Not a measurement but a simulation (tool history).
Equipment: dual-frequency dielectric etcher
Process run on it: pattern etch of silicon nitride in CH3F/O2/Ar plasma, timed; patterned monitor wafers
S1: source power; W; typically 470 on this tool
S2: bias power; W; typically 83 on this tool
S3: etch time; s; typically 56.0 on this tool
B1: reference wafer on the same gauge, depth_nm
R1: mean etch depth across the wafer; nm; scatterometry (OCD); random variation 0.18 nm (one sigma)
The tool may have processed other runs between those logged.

run 1 hour=0.0 | S1=470 S2=83 S3=56.0 | B1=42.03 | R1=35.34
run 2 hour=96.9 | S1=470 S2=83 S3=56.0 | B1=41.94 | R1=35.26
run 3 hour=124.4 | S1=400 S2=83 S3=56.0 | B1=41.93 | R1=34.21
run 4 hour=146.6 | S1=400 S2=83 S3=56.0 | B1=42.03 | R1=34.41
run 5 hour=165.5 | S1=430 S2=71 S3=56.0 | B1=41.97 | R1=32.94
run 6 hour=185.9 | S1=430 S2=71 S3=56.0 | B1=42.03 | R1=33.50
run 7 hour=205.8 | S1=470 S2=83 S3=56.0 | B1=42.08 | R1=35.36
-- hour=242.5 wet clean of the chamber
-- hour=248.3 upper electrode replaced
run 8 hour=248.8 | S1=470 S2=97 S3=56.0 | B1=41.97 | R1=37.00
run 9 hour=260.1 | S1=470 S2=97 S3=56.0 | B1=41.92 | R1=37.01
run 10 hour=272.3 | S1=470 S2=83 S3=56.0 | B1=41.99 | R1=35.15
run 11 hour=285.9 | S1=470 S2=83 S3=56.0 | B1=41.99 | R1=35.49
run 12 hour=319.9 | S1=470 S2=83 S3=56.0 | B1=41.96 | R1=35.57
run 13 hour=345.1 | S1=470 S2=83 S3=56.0 | B1=42.00 | R1=35.70
-- hour=370.7 bias power generator calibrated
run 14 hour=371.2 | S1=470 S2=83 S3=48.0 | B1=41.99 | R1=30.27
run 15 hour=403.0 | S1=510 S2=89 S3=48.0 | B1=41.97 | R1=31.79
run 16 hour=432.5 | S1=430 S2=71 S3=56.0 | B1=42.02 | R1=33.27
-- hour=454.6 source power generator calibrated
run 17 hour=455.1 | S1=470 S2=83 S3=56.0 | B1=42.00 | R1=35.23

Run 18 comes next. What will it give?
run 18 hour=479.7 | S1=370 S2=62 S3=40.5 | B1=? | R1=?

B1: 42.00
R1: 22.47 nm
Take away the tool's hidden state, keep the run-to-run variation as it was, and the same run would have given R1 22.47 nm.
